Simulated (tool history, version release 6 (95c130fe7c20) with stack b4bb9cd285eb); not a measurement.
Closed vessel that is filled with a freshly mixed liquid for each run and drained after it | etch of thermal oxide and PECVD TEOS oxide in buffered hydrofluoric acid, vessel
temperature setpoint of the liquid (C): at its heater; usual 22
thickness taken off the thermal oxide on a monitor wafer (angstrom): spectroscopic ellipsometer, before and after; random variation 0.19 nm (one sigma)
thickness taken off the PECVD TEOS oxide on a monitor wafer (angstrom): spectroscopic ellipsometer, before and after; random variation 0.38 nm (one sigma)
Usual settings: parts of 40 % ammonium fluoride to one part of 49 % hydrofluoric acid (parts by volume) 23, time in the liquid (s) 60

run   hour  temperature setpoint of the liquid (C)  parts of 40 % ammonium fluoride to one part of 49 % hydrofluoric acid (parts by volume)  time in the liquid (s)  wafers since the last listed run  hours since the thermometer was replaced  hours since the hydrofluoric acid flow meter was replaced  hours since the gauge calibration  read-back film thickness of the thermal oxide reference wafer, read on the same gauge (nm)  read-back film thickness of the PECVD TEOS oxide reference wafer, read on the same gauge (nm)  thickness taken off the thermal oxide on a monitor wafer (angstrom)  thickness taken off the PECVD TEOS oxide on a monitor wafer (angstrom)
  1      0                                      22                                                                                       23                      60                                 0                                        37                                                     1051.3                             1133.5                                                                                      139.98                                                                                            110                                                                262.7                                                                   432.5
  2   16.5                                      22                                                                                       23                      60                              2350                                      53.5                                                     1067.8                               1150                                                                                         140                                                                                         109.96                                                                  262                                                                   429.7
      38.3  -- hydrofluoric acid flow meter replaced
  3     52                                      22                                                                                       23                      60                              4914                                        89                                                       13.7                             1185.5                                                                                      139.97                                                                                         109.99                                                                262.9                                                                   431.2
      55.9  -- gauge calibrated
  4   71.7                                    17.5                                                                                       30                      40                              2806                                     108.7                                                       33.4                               15.8                                                                                      139.98                                                                                         110.02                                                                114.4                                                                   190.6
  5   98.4                                    25.5                                                                                       19                      75                              3803                                     135.4                                                       60.1                               42.5                                                                                      139.96                                                                                         109.98                                                                460.9                                                                   755.4
  6  126.6                                      22                                                                                       23                      60                              4017                                     163.6                                                       88.3                               70.7                                                                                      140.01                                                                                         109.99                                                                266.6                                                                   436.9
  7  161.4                                      22                                                                                       23                      60                              4957                                     198.4                                                      123.1                              105.5                                                                                      140.03                                                                                         110.01                                                                  266                                                                   432.6
  8  180.9                                      25                                                                                       23                      60                              2777                                     217.9                                                      142.6                                125                                                                                      140.03                                                                                         110.03                                                                314.8                                                                   518.3
  9  200.9                                      19                                                                                       23                      60                              2849                                     237.9                                                      162.6                                145                                                                                      140.03                                                                                         110.04                                                                226.8                                                                   370.1
 10  213.5                                      24                                                                                       19                      85                              1794                                     250.5                                                      175.2                              157.6                                                                                      139.99                                                                                         110.01                                                                489.8                                                                   792.9
 11  238.3                                    24.5                                                                                       23                      30                              3533                                     275.3                                                        200                              182.4                                                                                      140.03                                                                                         110.01                                                                151.8                                                                   250.9
 12  266.2                                      22                                                                                       23                      60                              3974                                     303.2                                                      227.9                              210.3                                                                                      139.98                                                                                            110                                                                266.8                                                                   436.4
 13    294                                      27                                                                                       15                      35                              3960                                       331                                                      255.7                              238.1                                                                                      139.95                                                                                         110.01                                                                297.3                                                                   486.8
 14  321.4                                      20                                                                                     20.5                      80                              3903                                     358.4                                                      283.1                              265.5                                                                                         140                                                                                            110                                                                341.3                                                                   565.2
 15  404.5                                    25.5                                                                                       23                      60                             11838                                     441.5                                                      366.2                              348.6                                                                                      139.99                                                                                         109.98                                                                321.9                                                                   535.3
 16  431.8                                      22                                                                                       23                      95                              3889                                     468.8                                                      393.5                              375.9                                                                                      140.05                                                                                         110.05                                                                420.3                                                                   698.9
 17  465.6                                    25.5                                                                                       30                      45                              4815                                     502.6                                                      427.3                              409.7                                                                                      140.01                                                                                         110.01                                                                206.4                                                                   338.8
 18    485                                      19                                                                                       30                      35                              2763                                       522                                                      446.7                              429.1                                                                                      140.01                                                                                         109.99                                                                110.5                                                                   181.5
 19  499.3                                    17.5                                                                                     27.5                      60                              2037                                     536.3                                                        461                              443.4                                                                                      139.95                                                                                            110                                                                185.3                                                                   304.6
 20  530.7                                      22                                                                                       19                      60                              4473                                     567.7                                                      492.4                              474.8                                                                                      139.98                                                                                         109.99                                                                317.7                                                                   502.1
 21  633.8                                    24.5                                                                                       18                      45                             14687                                     670.8                                                      595.5                              577.9                                                                                      139.97                                                                                         110.01                                                                283.7                                                                   466.9
 22  661.6                                      22                                                                                       23                      60                              3960                                     698.6                                                      623.3                              605.7                                                                                      139.99                                                                                         110.01                                                                271.4                                                                   444.8
 23  689.5                                    25.5                                                                                     27.5                      60                              3974                                     726.5                                                      651.2                              633.6                                                                                      140.01                                                                                         110.01                                                                293.6                                                                   481.9
 24  710.9                                      24                                                                                       23                      75                              3048                                     747.9                                                      672.6                                655                                                                                      140.01                                                                                         109.98                                                                377.9                                                                   625.3
 25  727.9                                      22                                                                                       17                      30                              2421                                     764.9                                                      689.6                                672                                                                                      139.99                                                                                         109.99                                                                176.4                                                                   288.6
 26    756                                    24.5                                                                                     25.5                      75                              4003                                       793                                                      717.7                              700.1                                                                                      140.02                                                                                         109.96                                                                367.8                                                                   586.4
 27  778.8                                      22                                                                                     20.5                      60                              3248                                     815.8                                                      740.5                              722.9                                                                                      139.98                                                                                         110.01                                                                296.5                                                                   477.4

Forecast each of these 3 alternatives for the next run:
  A  779.5                                      22                                                                                       23                      60                                99                                     816.5                                                      741.2                              723.6                                                                                           ?                                                                                              ?                                                                    ?                                                                       ?
  B  779.5                                    23.5                                                                                       27                      95                                99                                     816.5                                                      741.2                              723.6                                                                                           ?                                                                                              ?                                                                    ?                                                                       ?
  C  779.5                                    20.5                                                                                       30                      60                                99                                     816.5                                                      741.2                              723.6                                                                                           ?                                                                                              ?                                                                    ?                                                                       ?

run  read-back film thickness of the thermal oxide reference wafer, read on the same gauge (nm)  read-back film thickness of the PECVD TEOS oxide reference wafer, read on the same gauge (nm)  thickness taken off the thermal oxide on a monitor wafer (angstrom)  thickness taken off the PECVD TEOS oxide on a monitor wafer (angstrom)
  A                                                                                      140.01                                                                                         109.95                                                                275.3                                                                   444.4
  B                                                                                      140.01                                                                                         109.95                                                                423.9                                                                   684.3
  C                                                                                      140.01                                                                                         109.95                                                                210.9                                                                   340.3
Without the tool's hidden state the same runs would have given:
run  thickness taken off the thermal oxide on a monitor wafer (angstrom)  thickness taken off the PECVD TEOS oxide on a monitor wafer (angstrom)
  A                                                                  264                                                                   426.1
  B                                                                406.6                                                                   656.3
  C                                                                202.1                                                                   326.1
